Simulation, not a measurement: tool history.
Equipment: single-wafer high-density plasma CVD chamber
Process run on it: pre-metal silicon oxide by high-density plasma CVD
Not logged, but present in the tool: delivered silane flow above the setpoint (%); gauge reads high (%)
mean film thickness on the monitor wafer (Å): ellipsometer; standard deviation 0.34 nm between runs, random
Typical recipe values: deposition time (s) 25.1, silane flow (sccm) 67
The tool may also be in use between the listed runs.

run,day,deposition time (s),silane flow (sccm),wafers since the last listed run,hours since the silane flow controller was replaced,hours since the gauge calibration,"read-back reference wafer on the same gauge, thickness_nm",mean film thickness on the monitor wafer (Å)
1,0,25.1,67,0,1497.5,43.6,153.925,1627.24
2,1.142,25.1,67,661,1524.9,71,154.003,1619.03
3,2.3,28,67,671,1552.7,98.8,153.914,1823.45
4,3.208,25.1,67,526,1574.5,120.6,154.09,1632.44
5,4.579,25.1,67,794,1607.4,153.5,153.943,1625.05
6,5.567,25.1,67,572,1631.1,177.2,153.968,1623.85
7,6.725,25.1,67,671,1658.9,205,154.02,1624.59
8,7.438,28.9,67,412,1676,222.1,154,1870.9
9,8.008,25.1,67,330,1689.7,235.8,154.025,1624.78
10,9.2,25.1,67,690,1718.3,264.4,153.996,1635.18
11,9.883,25.1,71,396,1734.7,280.8,153.984,1721.75
12,10.567,25.1,71,396,1751.1,297.2,154.002,1725.28
13,12.054,25.1,67,862,1786.8,332.9,153.96,1633.32
14,13.483,28.9,80,828,1821.1,367.2,154.095,2232.02
15,14.562,20.5,67,625,1847,393.1,154.091,1332.62
# day 16.625: gauge calibrated
16,17.242,20.2,74,1552,1911.3,14.8,154.024,1444.69
# day 17.6: silane flow controller replaced
17,17.871,22.4,63,171,6.5,29.9,154.001,1367.4
18,18.379,25.1,67,294,18.7,42.1,153.945,1632.55
19,19.604,27.4,74,710,48.1,71.5,153.992,1962.01
20,20.108,22.9,77,292,60.2,83.6,153.983,1703.01
21,21.104,25.1,67,577,84.1,107.5,154.053,1621.47
22,22.362,28.6,71,729,114.3,137.7,153.986,1962.73
23,23.204,25.1,67,487,134.5,157.9,154.031,1631.7
24,24.183,21.2,76,567,158,181.4,153.991,1557.34
25,25.633,30,80,840,192.8,216.2,154.021,2322.59
26,26.904,25.1,57,736,223.3,246.7,153.894,1391.65

4 ways to go on from here, each from the tool as it stands after run 26. What would each give?
A,26.921,25.1,67,9,223.7,247.1,?,?
B,26.921,27.9,67,9,223.7,247.1,?,?
C,26.921,25.1,76,9,223.7,247.1,?,?
D,26.921,20.8,67,9,223.7,247.1,?,?

run,"read-back reference wafer on the same gauge, thickness_nm",mean film thickness on the monitor wafer (Å)
A,154.041,1623.24
B,154.041,1804.32
C,154.041,1837.47
D,154.041,1345.15
Without the tool's hidden state the same runs would have given:
run,mean film thickness on the monitor wafer (Å)
A,1623.24
B,1804.32
C,1837.47
D,1345.15
